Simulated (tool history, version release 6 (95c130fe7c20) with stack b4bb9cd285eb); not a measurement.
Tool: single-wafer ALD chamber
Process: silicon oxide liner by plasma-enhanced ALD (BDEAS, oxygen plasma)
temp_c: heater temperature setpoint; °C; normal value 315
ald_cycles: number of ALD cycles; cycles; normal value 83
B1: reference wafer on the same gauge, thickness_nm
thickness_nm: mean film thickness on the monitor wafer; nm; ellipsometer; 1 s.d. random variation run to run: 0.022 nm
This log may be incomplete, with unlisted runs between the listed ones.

run 1 hour=0 | temp_c=315 ald_cycles=83 | B1=7.702 | thickness_nm=8.623
run 2 hour=13 | temp_c=315 ald_cycles=83 | B1=7.723 | thickness_nm=8.666
run 3 hour=33.9 | temp_c=315 ald_cycles=83 | B1=7.73 | thickness_nm=8.662
run 4 hour=51.8 | temp_c=315 ald_cycles=83 | B1=7.728 | thickness_nm=8.705
run 5 hour=59.6 | temp_c=304 ald_cycles=83 | B1=7.721 | thickness_nm=8.832
run 6 hour=77 | temp_c=321 ald_cycles=83 | B1=7.735 | thickness_nm=8.618
run 7 hour=93.3 | temp_c=321 ald_cycles=83 | B1=7.747 | thickness_nm=8.629
run 8 hour=107.5 | temp_c=321 ald_cycles=83 | B1=7.751 | thickness_nm=8.636
run 9 hour=114.8 | temp_c=323 ald_cycles=83 | B1=7.752 | thickness_nm=8.592
run 10 hour=127 | temp_c=323 ald_cycles=83 | B1=7.757 | thickness_nm=8.61
run 11 hour=137.1 | temp_c=322 ald_cycles=70 | B1=7.748 | thickness_nm=7.285
run 12 hour=151.5 | temp_c=326 ald_cycles=89 | B1=7.757 | thickness_nm=9.227
run 13 hour=164.2 | temp_c=324 ald_cycles=67 | B1=7.773 | thickness_nm=6.961
-- hour=173.7 thermocouple changed; heater temperature recalibrated
run 14 hour=176.1 | temp_c=307 ald_cycles=79 | B1=7.772 | thickness_nm=8.404
-- hour=178.4 gauge calibrated
run 15 hour=190.1 | temp_c=326 ald_cycles=67 | B1=7.7 | thickness_nm=6.866
run 16 hour=197.6 | temp_c=315 ald_cycles=90 | B1=7.705 | thickness_nm=9.416
run 17 hour=208.2 | temp_c=315 ald_cycles=83 | B1=7.711 | thickness_nm=8.646
run 18 hour=219.5 | temp_c=308 ald_cycles=73 | B1=7.726 | thickness_nm=7.686
run 19 hour=226.6 | temp_c=302 ald_cycles=74 | B1=7.722 | thickness_nm=7.891
run 20 hour=232.7 | temp_c=315 ald_cycles=83 | B1=7.721 | thickness_nm=8.691

Pick out some run-to-run changes in thickness_nm. Of each, how much would a tool without hidden state show as well, from the settings, what came in and chance, and how much is left for the hidden state and any gauge scatter not in both results compared?
Hidden state at play: wafer temperature above the value expected at the setpoint (K); gauge reads high (%).
Run 11 -> 12: temp_c 322 -> 326, ald_cycles 70 -> 89. thickness_nm +1.942 nm: hidden state +0.02, all else +1.922.
Run 12 -> 13: temp_c 326 -> 324, ald_cycles 89 -> 67. thickness_nm -2.266 nm: hidden state -0.014, all else -2.252.
Run 14 -> 15: temp_c 307 -> 326, ald_cycles 79 -> 67, gauge calibrated. thickness_nm -1.538 nm: hidden state -0.068, all else -1.47.
Run 15 -> 16: temp_c 326 -> 315, ald_cycles 67 -> 90. thickness_nm +2.55 nm: hidden state +0.005, all else +2.545.
